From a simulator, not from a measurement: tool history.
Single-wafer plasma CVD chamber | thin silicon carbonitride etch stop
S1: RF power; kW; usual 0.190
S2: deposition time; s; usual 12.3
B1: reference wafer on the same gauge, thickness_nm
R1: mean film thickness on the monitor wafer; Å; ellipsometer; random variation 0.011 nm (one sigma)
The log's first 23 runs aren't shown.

run    hour     S1    S2     B1     R1
 24  1106.1  0.190  12.3  7.083  73.50
 25  1160.8  0.225  13.7  7.077  86.54
 26  1188.6  0.190  12.3  7.079  73.25
 27  1230.6  0.210  10.3  7.080  63.64
 28  1262.4  0.190  12.3  7.078  73.31
 29  1331.7  0.190  10.7  7.081  63.88
 30  1382.7  0.155  11.1  7.079  62.00
 31  1445.1  0.160  14.3  7.081  80.65
 32  1515.7  0.190  12.3  7.077  73.44
 33  1544.1  0.165  11.2  7.080  63.66
 34  1579.1  0.170  13.6  7.077  78.25
 35  1624.4  0.190  10.7  7.081  63.89
 36  1683.5  0.165  13.4  7.078  76.13

Forecast each of these 4 alternatives for the next run:
  A  1683.9  0.190  12.3   ?   ?
  B  1683.9  0.175  10.9   ?   ?
  C  1683.9  0.190  10.6   ?   ?
  D  1683.9  0.210  12.3   ?   ?

run     B1     R1
  A  7.080  73.22
  B  7.080  63.15
  C  7.080  63.10
  D  7.080  75.67
Without the tool's hidden state the same runs would have given:
run     R1
  A  73.32
  B  63.23
  C  63.19
  D  75.77
